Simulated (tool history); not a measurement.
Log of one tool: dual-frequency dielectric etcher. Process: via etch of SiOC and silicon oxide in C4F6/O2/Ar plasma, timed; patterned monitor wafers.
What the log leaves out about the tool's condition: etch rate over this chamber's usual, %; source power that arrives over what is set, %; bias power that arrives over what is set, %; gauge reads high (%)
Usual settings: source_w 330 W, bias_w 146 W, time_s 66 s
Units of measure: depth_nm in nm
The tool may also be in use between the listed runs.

run,hour,source_w,bias_w,time_s,wafers since the last listed run,hours since the last wet clean,hours since the last source power generator calibration,hours since the last bias power generator calibration,hours since the last upper electrode change,hours since the gauge calibration,"read-back reference wafer on the same gauge, depth_nm",depth_nm
1,0,330,146,66,0,358.8,4342.1,1351.3,2302.6,1284.8,68.8,63.6
2,95.2,330,146,66,970,454,4437.3,1446.5,2397.8,1380,68.8,63.8
3,169.9,330,146,66,761,528.7,4512,1521.2,2472.5,1454.7,68.8,63.7
4,214.3,330,146,66,452,573.1,4556.4,1565.6,2516.9,1499.1,68.8,63.9
# hour 267.2: wet clean of the chamber
5,275.8,330,146,66,382,8.6,4617.9,1627.1,2578.4,1560.6,68.8,62.8
# hour 316.4: bias power generator calibrated
6,316.9,330,146,66,378,49.7,4659,0.5,2619.5,1601.7,68.8,63.6
# hour 367.9: source power generator calibrated
7,413.3,330,146,66,941,146.1,45.4,96.9,2715.9,1698.1,68.8,63.9
8,462.1,330,146,66,497,194.9,94.2,145.7,2764.7,1746.9,68.8,63.9
9,548.7,330,117,83.5,882,281.5,180.8,232.3,2851.3,1833.5,68.8,76.9
10,619.5,330,182,58.5,721,352.3,251.6,303.1,2922.1,1904.3,68.8,59.7
# hour 644.7: gauge calibrated
11,699.6,330,146,66,816,432.4,331.7,383.2,3002.2,54.9,68.8,64.2
12,779.6,270,134,60.5,815,512.4,411.7,463.2,3082.2,134.9,68.8,53.6
# hour 840.4: upper electrode replaced
# hour 858.7: wet clean of the chamber
13,859.2,260,135,59.5,380,0.5,491.3,542.8,18.8,214.5,68.8,51.8
14,867.9,250,172,66,88,9.2,500,551.5,27.5,223.2,68.8,60.3
15,1020.8,330,119,66,1558,162.1,652.9,704.4,180.4,376.1,68.8,61.1
16,1101.3,330,119,66,820,242.6,733.4,784.9,260.9,456.6,68.8,61.2
17,1194,330,146,66,944,335.3,826.1,877.6,353.6,549.3,68.8,64

Run 18, settings as shown, results not yet in. Your forecast:
18,1250.1,330,146,66,571,391.4,882.2,933.7,409.7,605.4,?,?

{"run 18": {"read-back reference wafer on the same gauge, depth_nm": 68.8, "depth_nm": 64.1}}
Take away the tool's hidden state, keep the run-to-run variation as it was, and the same run would have given depth_nm 63.7 nm.
